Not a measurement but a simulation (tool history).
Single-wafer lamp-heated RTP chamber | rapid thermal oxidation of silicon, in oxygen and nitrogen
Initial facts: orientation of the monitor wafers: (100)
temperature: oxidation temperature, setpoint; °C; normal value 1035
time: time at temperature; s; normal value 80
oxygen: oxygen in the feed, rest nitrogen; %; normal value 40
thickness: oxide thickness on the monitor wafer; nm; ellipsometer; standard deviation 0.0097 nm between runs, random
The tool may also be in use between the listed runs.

run	day	temperature	time	oxygen	wafers since the last listed run	wafers since the last pyrometer calibration	hours since the oxygen flow controller was replaced	hours since the gauge calibration	read-back reference wafer on the same gauge, thickness	thickness
1	0.000	1035	80	62	0	1070	2975.0	412.1	6.149	7.550
# day 2.758: gauge calibrated
2	2.929	1035	80	62	467	1537	3045.3	4.1	6.151	7.555
3	4.779	1035	80	62	295	1833	3089.7	48.5	6.146	7.594
4	6.646	1035	80	40	297	2130	3134.5	93.3	6.152	6.524
# day 7.892: pyrometer window cleaned and pyrometer calibrated
5	8.975	1035	80	40	318	173	3190.4	149.2	6.149	6.444
6	11.204	1035	80	40	355	528	3243.9	202.7	6.152	6.434
7	13.817	1013	98	40	416	945	3306.6	265.4	6.149	6.037
8	15.138	1035	80	40	210	1156	3338.3	297.1	6.147	6.452
9	17.908	1035	116	23	441	1597	3404.8	363.6	6.151	6.281
# day 18.521: oxygen flow controller replaced
10	19.542	1035	102	68	207	1805	24.5	402.8	6.152	8.719

What does the tool deliver on the next run?
11	20.658	1035	80	40	178	1983	51.3	429.6	?	?

Run 11 yielded read-back reference wafer on the same gauge, thickness 6.149, thickness 6.521 nm.
With the hidden condition absent and the run-to-run variation left alone, this run would have shown thickness 6.454 nm.
